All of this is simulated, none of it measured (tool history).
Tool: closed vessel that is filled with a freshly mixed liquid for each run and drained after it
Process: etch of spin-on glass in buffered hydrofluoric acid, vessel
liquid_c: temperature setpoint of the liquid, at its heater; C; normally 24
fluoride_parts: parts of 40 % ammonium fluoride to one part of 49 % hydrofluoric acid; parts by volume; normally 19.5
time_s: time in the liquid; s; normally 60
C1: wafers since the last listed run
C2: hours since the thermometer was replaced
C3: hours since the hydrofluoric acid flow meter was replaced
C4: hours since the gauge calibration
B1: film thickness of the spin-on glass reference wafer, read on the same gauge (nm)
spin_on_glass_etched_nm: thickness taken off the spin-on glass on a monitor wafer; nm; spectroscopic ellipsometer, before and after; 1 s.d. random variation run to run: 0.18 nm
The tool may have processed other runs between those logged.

{"run": 1, "day": 0.0, "liquid_c": 24, "fluoride_parts": 19.5, "time_s": 50, "C1": 0, "C2": 1120.8, "C3": 663.5, "C4": 233.2, "B1": 89.19, "spin_on_glass_etched_nm": 53.04}
{"run": 2, "day": 0.679, "liquid_c": 24, "fluoride_parts": 19.5, "time_s": 50, "C1": 2178, "C2": 1137.1, "C3": 679.8, "C4": 249.5, "B1": 89.12, "spin_on_glass_etched_nm": 52.84}
{"run": 3, "day": 1.446, "liquid_c": 24, "fluoride_parts": 19.5, "time_s": 75, "C1": 2458, "C2": 1155.5, "C3": 698.2, "C4": 267.9, "B1": 89.06, "spin_on_glass_etched_nm": 79.45}
{"day": 1.567, "done": "gauge calibrated"}
{"run": 4, "day": 2.092, "liquid_c": 24, "fluoride_parts": 19.5, "time_s": 75, "C1": 2071, "C2": 1171, "C3": 713.7, "C4": 12.6, "B1": 89.93, "spin_on_glass_etched_nm": 79.89}
{"run": 5, "day": 3.779, "liquid_c": 24, "fluoride_parts": 19.5, "time_s": 45, "C1": 5412, "C2": 1211.5, "C3": 754.2, "C4": 53.1, "B1": 89.78, "spin_on_glass_etched_nm": 47.93}
{"run": 6, "day": 5.0, "liquid_c": 27, "fluoride_parts": 19.5, "time_s": 85, "C1": 3915, "C2": 1240.8, "C3": 783.5, "C4": 82.4, "B1": 89.66, "spin_on_glass_etched_nm": 105.97}
{"day": 6.938, "done": "thermometer replaced"}
{"run": 7, "day": 8.425, "liquid_c": 27, "fluoride_parts": 19.5, "time_s": 85, "C1": 10850, "C2": 35.7, "C3": 865.7, "C4": 164.6, "B1": 89.36, "spin_on_glass_etched_nm": 105.93}
{"run": 8, "day": 9.121, "liquid_c": 24, "fluoride_parts": 27.5, "time_s": 60, "C1": 2231, "C2": 52.4, "C3": 882.4, "C4": 181.3, "B1": 89.31, "spin_on_glass_etched_nm": 49.74}
{"run": 9, "day": 10.146, "liquid_c": 21.5, "fluoride_parts": 26.5, "time_s": 80, "C1": 3287, "C2": 77, "C3": 907, "C4": 205.9, "B1": 89.23, "spin_on_glass_etched_nm": 58.97}
{"day": 10.312, "done": "gauge calibrated"}
{"day": 11.592, "done": "hydrofluoric acid flow meter replaced"}
{"run": 10, "day": 12.854, "liquid_c": 24, "fluoride_parts": 19.5, "time_s": 60, "C1": 8552, "C2": 142, "C3": 30.3, "C4": 61, "B1": 89.81, "spin_on_glass_etched_nm": 64.14}
{"run": 11, "day": 13.5, "liquid_c": 20, "fluoride_parts": 27.5, "time_s": 30, "C1": 2071, "C2": 157.5, "C3": 45.8, "C4": 76.5, "B1": 89.73, "spin_on_glass_etched_nm": 20.03}
{"run": 12, "day": 14.425, "liquid_c": 20.5, "fluoride_parts": 19.5, "time_s": 60, "C1": 2966, "C2": 179.7, "C3": 68, "C4": 98.7, "B1": 89.66, "spin_on_glass_etched_nm": 52.63}
{"run": 13, "day": 15.671, "liquid_c": 22.5, "fluoride_parts": 25, "time_s": 90, "C1": 3995, "C2": 209.6, "C3": 97.9, "C4": 128.6, "B1": 89.57, "spin_on_glass_etched_nm": 73.82}
{"run": 14, "day": 16.433, "liquid_c": 24, "fluoride_parts": 19.5, "time_s": 60, "C1": 2445, "C2": 227.9, "C3": 116.2, "C4": 146.9, "B1": 89.5, "spin_on_glass_etched_nm": 63.48}
{"run": 15, "day": 17.096, "liquid_c": 24, "fluoride_parts": 23, "time_s": 60, "C1": 2124, "C2": 243.8, "C3": 132.1, "C4": 162.8, "B1": 89.45, "spin_on_glass_etched_nm": 56.36}

What if the next run were any one of these 4? Each begins from the tool's condition after run 15:
{"run": "A", "day": 17.125, "liquid_c": 24, "fluoride_parts": 14, "time_s": 60, "C1": 93, "C2": 244.5, "C3": 132.8, "C4": 163.5, "B1": "?", "spin_on_glass_etched_nm": "?"}
{"run": "B", "day": 17.125, "liquid_c": 24, "fluoride_parts": 13, "time_s": 60, "C1": 93, "C2": 244.5, "C3": 132.8, "C4": 163.5, "B1": "?", "spin_on_glass_etched_nm": "?"}
{"run": "C", "day": 17.125, "liquid_c": 24, "fluoride_parts": 25.5, "time_s": 60, "C1": 93, "C2": 244.5, "C3": 132.8, "C4": 163.5, "B1": "?", "spin_on_glass_etched_nm": "?"}
{"run": "D", "day": 17.125, "liquid_c": 28.5, "fluoride_parts": 19.5, "time_s": 90, "C1": 93, "C2": 244.5, "C3": 132.8, "C4": 163.5, "B1": "?", "spin_on_glass_etched_nm": "?"}

run=A B1=89.45 spin_on_glass_etched_nm=88.16
run=B B1=89.45 spin_on_glass_etched_nm=94.8
run=C B1=89.45 spin_on_glass_etched_nm=52.5
run=D B1=89.45 spin_on_glass_etched_nm=121.68
The same runs, with their run-to-run variation unchanged, on a tool lacking any hidden condition would have given:
run=A spin_on_glass_etched_nm=88.71
run=B spin_on_glass_etched_nm=95.39
run=C spin_on_glass_etched_nm=52.83
run=D spin_on_glass_etched_nm=122.43
